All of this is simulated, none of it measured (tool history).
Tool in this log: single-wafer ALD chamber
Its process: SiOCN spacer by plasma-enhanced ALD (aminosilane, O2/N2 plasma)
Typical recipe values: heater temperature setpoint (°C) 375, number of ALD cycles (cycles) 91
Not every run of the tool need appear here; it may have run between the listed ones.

| run | hour | heater temperature setpoint (°C) | number of ALD cycles (cycles) | read-back reference wafer on the same gauge, thickness_nm | mean film thickness on the monitor wafer (angstrom) |
|---|---|---|---|---|---|
| 1 | 0 | 364 | 84 | 5.558 | 48.26 |
| 2 | 7.7 | 364 | 84 | 5.56 | 48.42 |
|  | 8.3 | gauge calibrated |
| 3 | 21.9 | 370 | 100 | 5.556 | 57.38 |
| 4 | 39.4 | 385 | 91 | 5.559 | 52.32 |
| 5 | 55.5 | 375 | 91 | 5.56 | 52.04 |
| 6 | 70.1 | 375 | 91 | 5.56 | 52.39 |
| 7 | 77.2 | 375 | 86 | 5.563 | 49.26 |
| 8 | 86.8 | 375 | 86 | 5.559 | 49.41 |
| 9 | 98.4 | 375 | 86 | 5.56 | 49.35 |
|  | 115.7 | thermocouple changed; heater temperature recalibrated |
| 10 | 116.2 | 375 | 91 | 5.558 | 52.48 |
| 11 | 126.7 | 375 | 91 | 5.559 | 52.26 |
| 12 | 138.5 | 365 | 97 | 5.557 | 55.86 |
| 13 | 155.4 | 375 | 80 | 5.556 | 45.93 |
|  | 160.6 | gauge calibrated |
| 14 | 172.5 | 375 | 91 | 5.563 | 52.14 |
| 15 | 179.3 | 364 | 107 | 5.562 | 61.61 |
| 16 | 195.2 | 375 | 91 | 5.559 | 52.49 |
| 17 | 208.5 | 368 | 91 | 5.561 | 52.38 |
| 18 | 222.6 | 375 | 104 | 5.563 | 59.93 |
| 19 | 237.1 | 365 | 97 | 5.559 | 55.67 |
| 20 | 249.1 | 387 | 91 | 5.561 | 52.47 |
| 21 | 264.7 | 381 | 81 | 5.565 | 46.68 |
| 22 | 273.2 | 365 | 84 | 5.562 | 48.27 |
| 23 | 290.3 | 362 | 108 | 5.557 | 62.02 |

Forecast each of these 3 alternatives for the next run:
| A | 290.9 | 375 | 91 | ? | ? |
| B | 290.9 | 368 | 81 | ? | ? |
| C | 290.9 | 380 | 78 | ? | ? |

| run | read-back reference wafer on the same gauge, thickness_nm | mean film thickness on the monitor wafer (angstrom) |
|---|---|---|
| A | 5.563 | 52.39 |
| B | 5.563 | 46.63 |
| C | 5.563 | 44.9 |
Without the tool's hidden state the same runs would have given:
| run | mean film thickness on the monitor wafer (angstrom) |
|---|---|
| A | 52.39 |
| B | 46.63 |
| C | 44.9 |
